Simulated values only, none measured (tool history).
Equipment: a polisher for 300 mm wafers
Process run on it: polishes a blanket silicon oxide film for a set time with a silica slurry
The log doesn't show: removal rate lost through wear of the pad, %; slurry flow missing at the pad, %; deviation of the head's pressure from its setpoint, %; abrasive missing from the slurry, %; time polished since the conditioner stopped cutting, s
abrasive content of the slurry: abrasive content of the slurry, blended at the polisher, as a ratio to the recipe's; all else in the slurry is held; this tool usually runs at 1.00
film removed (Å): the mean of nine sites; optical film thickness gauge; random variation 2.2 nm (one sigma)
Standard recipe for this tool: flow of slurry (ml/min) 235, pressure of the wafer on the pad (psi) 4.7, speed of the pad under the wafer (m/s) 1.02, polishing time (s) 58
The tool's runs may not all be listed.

| run | hour | flow of slurry (ml/min) | pressure of the wafer on the pad (psi) | speed of the pad under the wafer (m/s) | abrasive content of the slurry | polishing time (s) | wafers since the last listed run | wafers polished on this pad | hours since the slurry nozzle was cleaned | hours since the head pressure was calibrated | hours since the slurry blender was calibrated | hours since the conditioning disc was replaced | incoming thickness of the incoming film, nm | film removed (Å) |
|---|---|---|---|---|---|---|---|---|---|---|---|---|---|---|
| 1 | 0.0 | 235 | 4.7 | 1.02 | 0.80 | 58 | 0 | 1299 | 73.0 | 1421.1 | 55.3 | 119.5 | 1271.6 | 2203 |
|  | 22.1 | worn pad replaced by a new one |
| 2 | 22.6 | 235 | 4.7 | 1.02 | 1.00 | 58 | 207 | 5 | 95.6 | 1443.7 | 77.9 | 142.1 | 1267.8 | 2469 |
| 3 | 40.6 | 235 | 4.7 | 1.02 | 1.00 | 58 | 200 | 206 | 113.6 | 1461.7 | 95.9 | 160.1 | 1254.8 | 2506 |
| 4 | 85.0 | 235 | 4.7 | 1.02 | 1.00 | 58 | 495 | 701 | 158.0 | 1506.1 | 140.3 | 204.5 | 1258.9 | 2520 |
| 5 | 98.4 | 235 | 4.7 | 1.02 | 1.00 | 58 | 149 | 850 | 171.4 | 1519.5 | 153.7 | 217.9 | 1237.8 | 2558 |
|  | 107.9 | head pressure recalibrated |
|  | 108.0 | slurry blender recalibrated |
| 6 | 111.8 | 235 | 4.7 | 1.02 | 1.00 | 58 | 125 | 976 | 184.8 | 3.9 | 3.8 | 231.3 | 1272.4 | 2192 |
| 7 | 137.2 | 215 | 4.7 | 1.02 | 1.00 | 58 | 283 | 1259 | 210.2 | 29.3 | 29.2 | 256.7 | 1237.3 | 2194 |
|  | 147.8 | worn pad replaced by a new one |
| 8 | 160.4 | 215 | 4.7 | 1.02 | 1.00 | 58 | 214 | 140 | 233.4 | 52.5 | 52.4 | 279.9 | 1251.6 | 2236 |
| 9 | 180.1 | 215 | 4.7 | 1.02 | 1.00 | 58 | 219 | 360 | 253.1 | 72.2 | 72.1 | 299.6 | 1266.7 | 2198 |
| 10 | 193.2 | 235 | 4.7 | 1.02 | 1.00 | 58 | 146 | 506 | 266.2 | 85.3 | 85.2 | 312.7 | 1270.0 | 2220 |
| 11 | 228.8 | 195 | 4.7 | 1.02 | 0.75 | 58 | 396 | 903 | 301.8 | 120.9 | 120.8 | 348.3 | 1252.0 | 1832 |
|  | 252.6 | slurry nozzle cleaned |
| 12 | 255.8 | 195 | 5.8 | 1.02 | 0.70 | 44 | 289 | 1192 | 3.2 | 147.9 | 147.8 | 375.3 | 1265.4 | 1660 |
|  | 265.4 | slurry blender recalibrated |
| 13 | 282.3 | 235 | 4.7 | 1.02 | 1.00 | 58 | 273 | 1466 | 29.7 | 174.4 | 16.9 | 401.8 | 1262.6 | 2284 |
|  | 292.0 | worn pad replaced by a new one |
| 14 | 316.8 | 310 | 4.7 | 1.38 | 1.00 | 58 | 340 | 276 | 64.2 | 208.9 | 51.4 | 436.3 | 1282.5 | 3006 |
| 15 | 344.6 | 235 | 4.7 | 1.02 | 1.00 | 58 | 309 | 586 | 92.0 | 236.7 | 79.2 | 464.1 | 1274.1 | 2263 |
| 16 | 358.4 | 235 | 4.7 | 1.02 | 1.00 | 65 | 153 | 740 | 105.8 | 250.5 | 93.0 | 477.9 | 1279.0 | 2550 |
| 17 | 379.6 | 235 | 4.7 | 1.02 | 1.00 | 65 | 236 | 976 | 127.0 | 271.7 | 114.2 | 499.1 | 1271.6 | 2511 |
| 18 | 394.2 | 235 | 4.7 | 0.72 | 0.90 | 58 | 162 | 1139 | 141.6 | 286.3 | 128.8 | 513.7 | 1251.2 | 1610 |
|  | 399.2 | slurry blender recalibrated |
|  | 411.3 | conditioning disc replaced and pad reconditioned |
|  | 446.4 | worn pad replaced by a new one |
| 19 | 459.6 | 235 | 4.7 | 1.02 | 1.00 | 58 | 640 | 147 | 207.0 | 351.7 | 60.4 | 48.3 | 1258.8 | 2274 |
| 20 | 472.5 | 235 | 4.7 | 1.02 | 1.00 | 75 | 143 | 290 | 219.9 | 364.6 | 73.3 | 61.2 | 1252.8 | 2958 |
| 21 | 493.3 | 265 | 5.5 | 1.14 | 1.10 | 58 | 231 | 522 | 240.7 | 385.4 | 94.1 | 82.0 | 1239.2 | 3095 |
| 22 | 526.6 | 235 | 3.9 | 1.02 | 0.90 | 78 | 371 | 894 | 274.0 | 418.7 | 127.4 | 115.3 | 1248.5 | 2425 |
|  | 545.2 | slurry blender recalibrated |
| 23 | 557.4 | 235 | 4.7 | 1.02 | 1.00 | 58 | 321 | 1215 | 304.8 | 449.5 | 12.2 | 146.1 | 1289.0 | 2281 |
| 24 | 572.0 | 235 | 4.7 | 0.74 | 1.00 | 58 | 162 | 1378 | 319.4 | 464.1 | 26.8 | 160.7 | 1262.4 | 1790 |
|  | 589.1 | worn pad replaced by a new one |
| 25 | 598.7 | 235 | 4.7 | 0.84 | 1.00 | 58 | 253 | 106 | 346.1 | 490.8 | 53.5 | 187.4 | 1257.5 | 1964 |

Each row is a separate what-if for the run after 25, all from the same tool condition, not one after another. Results?
| A | 599.1 | 235 | 4.3 | 1.02 | 1.00 | 58 | 4 | 111 | 346.5 | 491.2 | 53.9 | 187.8 | 1263.8 | ? |
| B | 599.1 | 235 | 6.2 | 1.02 | 1.00 | 58 | 4 | 111 | 346.5 | 491.2 | 53.9 | 187.8 | 1263.8 | ? |
| C | 599.1 | 315 | 3.6 | 1.02 | 1.00 | 58 | 4 | 111 | 346.5 | 491.2 | 53.9 | 187.8 | 1263.8 | ? |
| D | 599.1 | 195 | 3.4 | 1.02 | 1.25 | 48 | 4 | 111 | 346.5 | 491.2 | 53.9 | 187.8 | 1263.8 | ? |

| run | film removed (Å) |
|---|---|
| A | 2099 |
| B | 3027 |
| C | 1813 |
| D | 1485 |
Had the tool no hidden state, the same runs would have come out as:
| run | film removed (Å) |
|---|---|
| A | 2038 |
| B | 2939 |
| C | 1760 |
| D | 1442 |
